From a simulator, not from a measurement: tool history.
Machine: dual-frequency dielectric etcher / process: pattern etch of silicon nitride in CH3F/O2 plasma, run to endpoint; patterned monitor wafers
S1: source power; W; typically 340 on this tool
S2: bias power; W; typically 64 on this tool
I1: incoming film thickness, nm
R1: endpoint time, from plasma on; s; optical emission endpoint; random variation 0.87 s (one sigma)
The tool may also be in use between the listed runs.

Run 1, hour 0.0: usual settings but S2 55 W; I1 98.7. Result: R1 132.3 s.
At hour 72.0: wet clean of the chamber.
Run 2, hour 94.2: usual settings but S2 55 W; I1 98.0. Result: R1 124.0 s.
Run 3, hour 182.4: usual settings but S2 55 W; I1 98.0. Result: R1 123.0 s.
Run 4, hour 279.9: usual settings; I1 96.9. Result: R1 116.2 s.
Run 5, hour 369.3: usual settings but S1 400 W; I1 98.3. Result: R1 112.2 s.
Run 6, hour 463.6: usual settings but S1 400 W; I1 98.3. Result: R1 113.4 s.
Run 7, hour 703.0: usual settings but S2 72 W; I1 98.4. Result: R1 116.9 s.
At hour 754.8: wet clean of the chamber.
Run 8, hour 759.1: usual settings but S2 72 W; I1 97.5. Result: R1 109.0 s.
Run 9, hour 856.6: usual settings; I1 97.2. Result: R1 115.9 s.
Run 10, hour 922.1: usual settings but S1 320 W; I1 98.1. Result: R1 119.4 s.
Run 11, hour 986.7: usual settings but S1 320 W; I1 97.7. Result: R1 121.4 s.
At hour 1276.7: wet clean of the chamber.
Run 12, hour 1277.2: usual settings but S1 390 W, S2 58 W; I1 97.6. Result: R1 115.7 s.
Run 13, hour 1339.1: usual settings but S1 390 W, S2 58 W; I1 97.5. Result: R1 115.6 s.
Run 14, hour 1384.6: usual settings but S1 390 W, S2 58 W; I1 98.6. Result: R1 116.8 s.
At hour 1460.4: source power generator calibrated.
Run 15, hour 1469.6: usual settings but S2 54 W; I1 97.7. Result: R1 125.8 s.
Run 16, hour 1522.5: usual settings; I1 97.7. Result: R1 118.4 s.
At hour 1545.1: bias power generator calibrated.
Run 17, hour 1605.6: usual settings; I1 97.5. Result: R1 118.9 s.
Run 18, hour 1702.4: usual settings; I1 98.0. Result: R1 120.2 s.
Run 19, hour 1784.9: usual settings but S1 290 W, S2 76 W; I1 97.6. Result: R1 118.0 s.
Run 20, hour 1820.9: usual settings but S1 310 W, S2 60 W; I1 97.6. Result: R1 128.7 s.
At hour 1901.8: wet clean of the chamber.
At hour 1921.9: upper electrode replaced.
Run 21, hour 1922.4: usual settings but S1 390 W; I1 97.4. Result: R1 110.5 s.
Run 22, hour 1934.0: usual settings but S1 390 W, S2 51 W; I1 98.5. Result: R1 123.7 s.
Run 23, hour 2025.8: usual settings but S1 390 W, S2 51 W; I1 98.7. Result: R1 123.5 s.
Run 24, hour 2096.2: usual settings but S1 400 W, S2 49 W; I1 98.6. Result: R1 125.7 s.
Run 25, hour 2168.7: usual settings but S1 410 W, S2 75 W; I1 96.2. Result: R1 103.1 s.
Run 26, hour 2267.4: usual settings but S1 410 W, S2 49 W; I1 98.4. Result: R1 124.4 s.
Run 27, hour 2345.7: usual settings but S1 360 W, S2 55 W; I1 96.4. Result: R1 123.6 s.
Run 28, hour 2392.4: usual settings but S1 260 W, S2 78 W; I1 98.4. Result: R1 119.6 s.
Run 29, hour 2477.9: usual settings; I1 98.3. Result: R1 120.9 s.
Run 30, hour 2559.1: usual settings but S1 380 W, S2 78 W; I1 98.1. Result: R1 110.7 s.
At hour 2598.6: wet clean of the chamber.
Run 31, hour 2646.7: usual settings but S1 420 W, S2 73 W; I1 98.2. Result: R1 102.9 s.
Run 32, hour 2712.3: usual settings but S1 290 W, S2 56 W; I1 96.8. Result: R1 130.8 s.
Run 33, hour 2819.1: usual settings but S1 410 W, S2 55 W; I1 97.0. Result: R1 117.1 s.

Some steps in R1 between neighbouring runs. How much of each would the tool show without its hidden state too (settings, what came in, random variation), and how much is left for the hidden state, with any gauge scatter that isn't in both results?
Hidden conditions of the tool in this case: etch rate over this chamber's usual, %; source power that arrives over what is set, %; bias power that arrives over what is set, %.
Run 1 -> 2: wet clean of the chamber. R1 -8.3 s: hidden state -8.2, all else -0.1.
Run 20 -> 21: S1 310 -> 390, S2 60 -> 64, wet clean of the chamber, upper electrode replaced. R1 -18.2 s: hidden state -6.3, all else -11.9.
Run 24 -> 25: S1 400 -> 410, S2 49 -> 75. R1 -22.6 s: hidden state +0.3, all else -22.9.
Run 25 -> 26: S2 75 -> 49. R1 +21.3 s: hidden state +1.5, all else +19.8.
Run 30 -> 31: S1 380 -> 420, S2 78 -> 73, wet clean of the chamber. R1 -7.8 s: hidden state -6.0, all else -1.8.
Run 31 -> 32: S1 420 -> 290, S2 73 -> 56. R1 +27.9 s: hidden state +0.9, all else +27.0.

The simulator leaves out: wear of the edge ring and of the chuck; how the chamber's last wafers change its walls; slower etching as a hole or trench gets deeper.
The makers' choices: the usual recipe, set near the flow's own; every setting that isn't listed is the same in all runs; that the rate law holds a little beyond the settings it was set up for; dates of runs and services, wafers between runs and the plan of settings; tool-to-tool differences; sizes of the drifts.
